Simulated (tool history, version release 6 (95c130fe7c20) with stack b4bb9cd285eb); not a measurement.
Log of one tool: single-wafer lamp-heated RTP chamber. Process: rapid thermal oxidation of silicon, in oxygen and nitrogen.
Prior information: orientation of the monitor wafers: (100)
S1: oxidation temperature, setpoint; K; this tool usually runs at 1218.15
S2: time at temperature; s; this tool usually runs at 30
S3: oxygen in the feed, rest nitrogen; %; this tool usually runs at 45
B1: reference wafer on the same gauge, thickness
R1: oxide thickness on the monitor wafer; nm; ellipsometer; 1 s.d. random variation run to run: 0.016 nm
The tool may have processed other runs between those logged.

| run | hour | S1 | S2 | S3 | B1 | R1 |
|---|---|---|---|---|---|---|
| 1 | 0 | 1218.15 | 30 | 45 | 2.58 | 2.836 |
| 2 | 27.5 | 1218.15 | 30 | 45 | 2.583 | 2.849 |
| 3 | 45.8 | 1218.15 | 30 | 45 | 2.575 | 2.844 |
| 4 | 139.2 | 1218.15 | 30 | 45 | 2.586 | 2.855 |
| 5 | 166.2 | 1197.15 | 30 | 45 | 2.58 | 2.644 |
| 6 | 185.6 | 1207.15 | 30 | 21 | 2.582 | 2.486 |
| 7 | 218.5 | 1205.15 | 40 | 45 | 2.575 | 2.91 |
| 8 | 252.1 | 1205.15 | 40 | 45 | 2.578 | 2.901 |
| 9 | 283.8 | 1205.15 | 40 | 45 | 2.576 | 2.904 |
| 10 | 314.4 | 1218.15 | 26 | 45 | 2.582 | 2.784 |
| 11 | 342.7 | 1218.15 | 26 | 45 | 2.58 | 2.767 |
| 12 | 362 | 1218.15 | 37 | 45 | 2.584 | 3.025 |
| 13 | 378.1 | 1218.15 | 30 | 45 | 2.581 | 2.892 |
| 14 | 397.1 | 1218.15 | 30 | 45 | 2.574 | 2.834 |
| 15 | 410.1 | 1218.15 | 30 | 45 | 2.58 | 2.852 |
|  | 482.7 | pyrometer window cleaned and pyrometer calibrated |
|  | 482.8 | gauge calibrated |
| 16 | 516.7 | 1218.15 | 30 | 45 | 2.579 | 2.741 |
| 17 | 531.8 | 1218.15 | 30 | 45 | 2.58 | 2.8 |
| 18 | 552.8 | 1218.15 | 30 | 45 | 2.579 | 2.776 |
| 19 | 571.4 | 1218.15 | 30 | 45 | 2.572 | 2.768 |
| 20 | 603.4 | 1218.15 | 30 | 45 | 2.583 | 2.782 |
| 21 | 625.6 | 1240.15 | 30 | 70 | 2.579 | 3.437 |
| 22 | 639.9 | 1218.15 | 38 | 72 | 2.58 | 3.306 |
| 23 | 659.8 | 1193.15 | 22 | 29 | 2.574 | 2.333 |
| 24 | 672.7 | 1218.15 | 30 | 45 | 2.581 | 2.783 |
| 25 | 690.5 | 1240.15 | 30 | 70 | 2.579 | 3.442 |
|  | 731.8 | oxygen flow controller replaced |
| 26 | 750.5 | 1218.15 | 24 | 55 | 2.58 | 2.763 |
| 27 | 784.2 | 1218.15 | 30 | 45 | 2.581 | 2.83 |
| 28 | 803.5 | 1234.15 | 16 | 70 | 2.582 | 2.769 |
| 29 | 826.7 | 1202.15 | 30 | 19 | 2.578 | 2.448 |
| 30 | 852 | 1240.15 | 20 | 64 | 2.576 | 2.992 |
| 31 | 867.6 | 1245.15 | 30 | 59 | 2.581 | 3.41 |
| 32 | 885.8 | 1218.15 | 39 | 57 | 2.579 | 3.182 |
| 33 | 898.8 | 1218.15 | 30 | 37 | 2.586 | 2.718 |
| 34 | 925.5 | 1218.15 | 30 | 45 | 2.575 | 2.836 |
| 35 | 943 | 1226.15 | 25 | 66 | 2.576 | 3.017 |
| 36 | 961.4 | 1218.15 | 30 | 45 | 2.578 | 2.842 |

Here are 4 independent what-if runs from the current tool condition. What would each one return?
| A | 961.8 | 1218.15 | 30 | 45 | ? | ? |
| B | 961.8 | 1227.15 | 41 | 45 | ? | ? |
| C | 961.8 | 1218.15 | 24 | 64 | ? | ? |
| D | 961.8 | 1218.15 | 30 | 36 | ? | ? |

| run | B1 | R1 |
|---|---|---|
| A | 2.579 | 2.834 |
| B | 2.579 | 3.236 |
| C | 2.579 | 2.851 |
| D | 2.579 | 2.731 |
Without the tool's hidden state the same runs would have given:
| run | R1 |
|---|---|
| A | 2.739 |
| B | 3.098 |
| C | 2.748 |
| D | 2.65 |

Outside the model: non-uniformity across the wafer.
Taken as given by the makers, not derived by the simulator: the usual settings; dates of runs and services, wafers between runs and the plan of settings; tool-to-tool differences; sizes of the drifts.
